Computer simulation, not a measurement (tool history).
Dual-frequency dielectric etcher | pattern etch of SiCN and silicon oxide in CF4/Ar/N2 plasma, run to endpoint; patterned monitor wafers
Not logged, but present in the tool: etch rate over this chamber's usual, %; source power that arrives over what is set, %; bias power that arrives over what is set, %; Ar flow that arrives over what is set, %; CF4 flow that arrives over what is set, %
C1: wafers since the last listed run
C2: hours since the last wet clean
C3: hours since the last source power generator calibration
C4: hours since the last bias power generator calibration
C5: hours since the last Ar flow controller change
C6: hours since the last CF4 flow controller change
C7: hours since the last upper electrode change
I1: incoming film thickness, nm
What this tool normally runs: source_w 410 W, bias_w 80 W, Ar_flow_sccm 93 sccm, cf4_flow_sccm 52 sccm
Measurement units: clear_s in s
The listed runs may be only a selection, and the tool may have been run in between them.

{"run": 1, "day": 0.0, "source_w": 410, "bias_w": 80, "Ar_flow_sccm": 93, "cf4_flow_sccm": 61, "C1": 0, "C2": 0.5, "C3": 2867.4, "C4": 106.8, "C5": 1115.0, "C6": 1929.9, "C7": 868.1, "I1": 17.34, "clear_s": 21.6}
{"run": 2, "day": 3.133, "source_w": 410, "bias_w": 80, "Ar_flow_sccm": 93, "cf4_flow_sccm": 61, "C1": 1003, "C2": 75.7, "C3": 2942.6, "C4": 182.0, "C5": 1190.2, "C6": 2005.1, "C7": 943.3, "I1": 17.29, "clear_s": 21.2}
{"run": 3, "day": 13.338, "source_w": 410, "bias_w": 80, "Ar_flow_sccm": 93, "cf4_flow_sccm": 61, "C1": 3269, "C2": 320.6, "C3": 3187.5, "C4": 426.9, "C5": 1435.1, "C6": 2250.0, "C7": 1188.2, "I1": 17.27, "clear_s": 21.5}
{"run": 4, "day": 16.35, "source_w": 340, "bias_w": 70, "Ar_flow_sccm": 93, "cf4_flow_sccm": 52, "C1": 965, "C2": 392.9, "C3": 3259.8, "C4": 499.2, "C5": 1507.4, "C6": 2322.3, "C7": 1260.5, "I1": 17.55, "clear_s": 26.7}
{"run": 5, "day": 19.004, "source_w": 380, "bias_w": 80, "Ar_flow_sccm": 71, "cf4_flow_sccm": 52, "C1": 850, "C2": 456.6, "C3": 3323.5, "C4": 562.9, "C5": 1571.1, "C6": 2386.0, "C7": 1324.2, "I1": 17.68, "clear_s": 22.8}
{"run": 6, "day": 20.533, "source_w": 460, "bias_w": 71, "Ar_flow_sccm": 77, "cf4_flow_sccm": 49, "C1": 489, "C2": 493.3, "C3": 3360.2, "C4": 599.6, "C5": 1607.8, "C6": 2422.7, "C7": 1360.9, "I1": 17.38, "clear_s": 21.1}
{"run": 7, "day": 23.883, "source_w": 500, "bias_w": 80, "Ar_flow_sccm": 114, "cf4_flow_sccm": 52, "C1": 1073, "C2": 573.7, "C3": 3440.6, "C4": 680.0, "C5": 1688.2, "C6": 2503.1, "C7": 1441.3, "I1": 17.52, "clear_s": 19.7}
{"day": 26.538, "done": "source power generator calibrated"}
{"run": 8, "day": 27.95, "source_w": 410, "bias_w": 80, "Ar_flow_sccm": 93, "cf4_flow_sccm": 52, "C1": 1249, "C2": 671.3, "C3": 33.9, "C4": 777.6, "C5": 1785.8, "C6": 2600.7, "C7": 1538.9, "I1": 17.26, "clear_s": 21.9}
{"day": 29.762, "done": "wet clean of the chamber"}
{"run": 9, "day": 31.871, "source_w": 410, "bias_w": 94, "Ar_flow_sccm": 93, "cf4_flow_sccm": 52, "C1": 935, "C2": 50.6, "C3": 128.0, "C4": 871.7, "C5": 1879.9, "C6": 2694.8, "C7": 1633.0, "I1": 17.32, "clear_s": 20.4}
{"day": 34.379, "done": "CF4 flow controller replaced"}
{"run": 10, "day": 41.508, "source_w": 490, "bias_w": 80, "Ar_flow_sccm": 100, "cf4_flow_sccm": 52, "C1": 3007, "C2": 281.9, "C3": 359.3, "C4": 1103.0, "C5": 2111.2, "C6": 171.1, "C7": 1864.3, "I1": 17.51, "clear_s": 19.9}
{"day": 44.062, "done": "upper electrode replaced"}
{"run": 11, "day": 44.083, "source_w": 410, "bias_w": 80, "Ar_flow_sccm": 93, "cf4_flow_sccm": 52, "C1": 504, "C2": 343.7, "C3": 421.1, "C4": 1164.8, "C5": 2173.0, "C6": 232.9, "C7": 0.5, "I1": 17.32, "clear_s": 22.2}
{"run": 12, "day": 48.321, "source_w": 410, "bias_w": 95, "Ar_flow_sccm": 93, "cf4_flow_sccm": 62, "C1": 1357, "C2": 445.4, "C3": 522.8, "C4": 1266.5, "C5": 2274.7, "C6": 334.6, "C7": 102.2, "I1": 17.18, "clear_s": 19.8}
{"run": 13, "day": 50.95, "source_w": 410, "bias_w": 80, "Ar_flow_sccm": 93, "cf4_flow_sccm": 52, "C1": 842, "C2": 508.5, "C3": 585.9, "C4": 1329.6, "C5": 2337.8, "C6": 397.7, "C7": 165.3, "I1": 17.46, "clear_s": 22.2}
{"run": 14, "day": 53.071, "source_w": 460, "bias_w": 80, "Ar_flow_sccm": 102, "cf4_flow_sccm": 62, "C1": 679, "C2": 559.4, "C3": 636.8, "C4": 1380.5, "C5": 2388.7, "C6": 448.6, "C7": 216.2, "I1": 17.38, "clear_s": 20.2}
{"day": 54.671, "done": "Ar flow controller replaced"}
{"day": 55.317, "done": "wet clean of the chamber"}
{"run": 15, "day": 57.254, "source_w": 410, "bias_w": 80, "Ar_flow_sccm": 93, "cf4_flow_sccm": 52, "C1": 1052, "C2": 46.5, "C3": 737.2, "C4": 1480.9, "C5": 62.0, "C6": 549.0, "C7": 316.6, "I1": 17.36, "clear_s": 22.2}
{"run": 16, "day": 61.554, "source_w": 360, "bias_w": 80, "Ar_flow_sccm": 93, "cf4_flow_sccm": 52, "C1": 1377, "C2": 149.7, "C3": 840.4, "C4": 1584.1, "C5": 165.2, "C6": 652.2, "C7": 419.8, "I1": 17.37, "clear_s": 24.2}
{"run": 17, "day": 64.417, "source_w": 410, "bias_w": 80, "Ar_flow_sccm": 104, "cf4_flow_sccm": 41, "C1": 917, "C2": 218.4, "C3": 909.1, "C4": 1652.8, "C5": 233.9, "C6": 720.9, "C7": 488.5, "I1": 17.37, "clear_s": 23.4}
{"run": 18, "day": 66.562, "source_w": 410, "bias_w": 80, "Ar_flow_sccm": 93, "cf4_flow_sccm": 52, "C1": 687, "C2": 269.9, "C3": 960.6, "C4": 1704.3, "C5": 285.4, "C6": 772.4, "C7": 540.0, "I1": 17.45, "clear_s": 22.4}
{"run": 19, "day": 69.808, "source_w": 360, "bias_w": 74, "Ar_flow_sccm": 107, "cf4_flow_sccm": 58, "C1": 1039, "C2": 347.8, "C3": 1038.5, "C4": 1782.2, "C5": 363.3, "C6": 850.3, "C7": 617.9, "I1": 17.46, "clear_s": 25.2}
{"run": 20, "day": 71.312, "source_w": 410, "bias_w": 80, "Ar_flow_sccm": 75, "cf4_flow_sccm": 52, "C1": 481, "C2": 383.9, "C3": 1074.6, "C4": 1818.3, "C5": 399.4, "C6": 886.4, "C7": 654.0, "I1": 17.45, "clear_s": 21.8}
{"run": 21, "day": 75.525, "source_w": 370, "bias_w": 64, "Ar_flow_sccm": 93, "cf4_flow_sccm": 52, "C1": 1349, "C2": 485.0, "C3": 1175.7, "C4": 1919.4, "C5": 500.5, "C6": 987.5, "C7": 755.1, "I1": 17.54, "clear_s": 26.5}
{"day": 79.504, "done": "wet clean of the chamber"}
{"run": 22, "day": 79.525, "source_w": 490, "bias_w": 75, "Ar_flow_sccm": 93, "cf4_flow_sccm": 46, "C1": 961, "C2": 0.5, "C3": 1271.7, "C4": 2015.4, "C5": 596.5, "C6": 1083.5, "C7": 851.1, "I1": 17.39, "clear_s": 20.6}
{"run": 23, "day": 83.212, "source_w": 410, "bias_w": 80, "Ar_flow_sccm": 93, "cf4_flow_sccm": 52, "C1": 1181, "C2": 89.0, "C3": 1360.2, "C4": 2103.9, "C5": 685.0, "C6": 1172.0, "C7": 939.6, "I1": 17.51, "clear_s": 22.4}
{"run": 24, "day": 85.196, "source_w": 410, "bias_w": 61, "Ar_flow_sccm": 93, "cf4_flow_sccm": 52, "C1": 635, "C2": 136.6, "C3": 1407.8, "C4": 2151.5, "C5": 732.6, "C6": 1219.6, "C7": 987.2, "I1": 17.34, "clear_s": 25.2}

Take each entry between the runs: how does the hidden state at the last listed run before it differ from the hidden state at the first listed run after it?
In the gap between runs 7 and 8: source power generator calibrated (day 26.538)
  CF4 flow that arrives over what is set, %: 5.58 -> 6.03
In the gap between runs 8 and 9: wet clean of the chamber (day 29.762)
  CF4 flow that arrives over what is set, %: 6.03 -> 6.48
In the gap between runs 9 and 10: CF4 flow controller replaced (day 34.379)
  CF4 flow that arrives over what is set, %: 6.48 -> -1
In the gap between runs 10 and 11: upper electrode replaced (day 44.062)
  CF4 flow that arrives over what is set, %: -1 -> -0.981
In the gap between runs 14 and 15: Ar flow controller replaced (day 54.671); wet clean of the chamber (day 55.317)
  CF4 flow that arrives over what is set, %: -0.848 -> -0.758
In the gap between runs 21 and 22: wet clean of the chamber (day 79.504)
  CF4 flow that arrives over what is set, %: -0.15 -> 0.0298
